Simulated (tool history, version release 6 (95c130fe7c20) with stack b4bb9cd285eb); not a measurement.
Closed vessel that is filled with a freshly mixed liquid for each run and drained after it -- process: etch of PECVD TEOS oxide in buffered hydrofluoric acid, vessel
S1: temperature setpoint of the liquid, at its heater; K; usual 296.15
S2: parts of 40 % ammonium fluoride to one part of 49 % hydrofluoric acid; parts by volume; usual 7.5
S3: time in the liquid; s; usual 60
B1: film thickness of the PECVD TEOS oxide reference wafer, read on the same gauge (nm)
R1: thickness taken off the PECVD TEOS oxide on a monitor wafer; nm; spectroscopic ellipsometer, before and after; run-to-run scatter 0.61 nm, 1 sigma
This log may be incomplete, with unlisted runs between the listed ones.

{"run": 1, "hour": 0.0, "S1": 296.15, "S2": 7.5, "S3": 60, "B1": 120.01, "R1": 120.85}
{"run": 2, "hour": 65.9, "S1": 296.15, "S2": 8, "S3": 60, "B1": 120, "R1": 113.08}
{"run": 3, "hour": 97.0, "S1": 296.15, "S2": 9.5, "S3": 60, "B1": 119.99, "R1": 95.81}
{"run": 4, "hour": 150.3, "S1": 296.15, "S2": 9.5, "S3": 60, "B1": 119.99, "R1": 95.11}
{"run": 5, "hour": 203.8, "S1": 296.15, "S2": 9.5, "S3": 60, "B1": 120.01, "R1": 95.14}
{"run": 6, "hour": 269.1, "S1": 296.15, "S2": 5.5, "S3": 60, "B1": 120, "R1": 159.2}
{"run": 7, "hour": 303.6, "S1": 296.15, "S2": 7.5, "S3": 60, "B1": 120, "R1": 120.24}
{"run": 8, "hour": 343.4, "S1": 296.15, "S2": 7.5, "S3": 60, "B1": 119.99, "R1": 119.72}
{"run": 9, "hour": 409.1, "S1": 296.15, "S2": 7.5, "S3": 60, "B1": 120.01, "R1": 119.12}
{"run": 10, "hour": 438.9, "S1": 296.15, "S2": 7.5, "S3": 60, "B1": 120, "R1": 119.8}
{"run": 11, "hour": 541.7, "S1": 296.15, "S2": 7.5, "S3": 40, "B1": 119.99, "R1": 79.08}
{"run": 12, "hour": 608.8, "S1": 296.15, "S2": 7.5, "S3": 40, "B1": 120.01, "R1": 79.1}
{"run": 13, "hour": 654.5, "S1": 296.15, "S2": 7.5, "S3": 40, "B1": 120, "R1": 79.46}
{"run": 14, "hour": 693.0, "S1": 296.15, "S2": 7.5, "S3": 60, "B1": 119.99, "R1": 117.73}
{"run": 15, "hour": 722.5, "S1": 292.65, "S2": 8.5, "S3": 95, "B1": 119.99, "R1": 134.54}
{"run": 16, "hour": 753.9, "S1": 296.15, "S2": 8.5, "S3": 90, "B1": 120.01, "R1": 155.38}
{"run": 17, "hour": 802.6, "S1": 296.15, "S2": 7.5, "S3": 60, "B1": 120.01, "R1": 124.18}
{"run": 18, "hour": 841.1, "S1": 301.15, "S2": 5, "S3": 45, "B1": 120.01, "R1": 175.6}
{"run": 19, "hour": 873.9, "S1": 296.15, "S2": 7.5, "S3": 40, "B1": 120.03, "R1": 82.78}
{"run": 20, "hour": 942.7, "S1": 296.15, "S2": 7.5, "S3": 60, "B1": 120, "R1": 124.84}
{"run": 21, "hour": 976.2, "S1": 293.15, "S2": 5, "S3": 60, "B1": 120.01, "R1": 150.75}
{"run": 22, "hour": 1047.5, "S1": 300.65, "S2": 7.5, "S3": 35, "B1": 119.98, "R1": 91.59}
{"run": 23, "hour": 1106.8, "S1": 299.15, "S2": 7.5, "S3": 60, "B1": 120.01, "R1": 146.3}
{"run": 24, "hour": 1162.3, "S1": 296.15, "S2": 7.5, "S3": 60, "B1": 119.98, "R1": 122.07}
{"run": 25, "hour": 1223.6, "S1": 292.65, "S2": 7.5, "S3": 60, "B1": 119.99, "R1": 101.44}
{"run": 26, "hour": 1277.3, "S1": 296.15, "S2": 6.5, "S3": 85, "B1": 119.96, "R1": 198.52}
{"run": 27, "hour": 1341.3, "S1": 292.65, "S2": 10.5, "S3": 60, "B1": 120.01, "R1": 73.73}
{"run": 28, "hour": 1366.3, "S1": 296.15, "S2": 7.5, "S3": 60, "B1": 120.02, "R1": 121.69}
{"run": 29, "hour": 1399.2, "S1": 299.15, "S2": 10.5, "S3": 80, "B1": 119.99, "R1": 140.65}
{"run": 30, "hour": 1453.3, "S1": 296.15, "S2": 7.5, "S3": 60, "B1": 120.02, "R1": 121.76}
{"run": 31, "hour": 1501.1, "S1": 292.15, "S2": 7.5, "S3": 60, "B1": 120.01, "R1": 97.04}
{"run": 32, "hour": 1539.0, "S1": 296.15, "S2": 7.5, "S3": 60, "B1": 120.03, "R1": 121.51}
{"run": 33, "hour": 1597.5, "S1": 296.15, "S2": 7.5, "S3": 85, "B1": 120, "R1": 170.02}
{"run": 34, "hour": 1624.4, "S1": 297.65, "S2": 10.5, "S3": 45, "B1": 120.02, "R1": 72.15}

Taken out of this log: 3 entries between the listed runs. Where each belongs, and how the hidden state differs across it:
Run 16 -> run 17: thermometer replaced (hour 789.8)
  liquid colder than its thermometer reads (K): 1.15 -> 0.169
  difference, measured minus the result without the unlogged condition, R1: -10.16 -> -1.16 nm
Run 17 -> run 18: hydrofluoric acid flow meter replaced (hour 809.8)
  liquid colder than its thermometer reads (K): 0.169 -> 0.196
  difference, measured minus the result without the unlogged condition, R1: -1.16 -> -1.87 nm
Run 24 -> run 25: gauge calibrated (hour 1221.5)
  liquid colder than its thermometer reads (K): 0.415 -> 0.457
  difference, measured minus the result without the unlogged condition, R1: -2.85 -> -2.66 nm
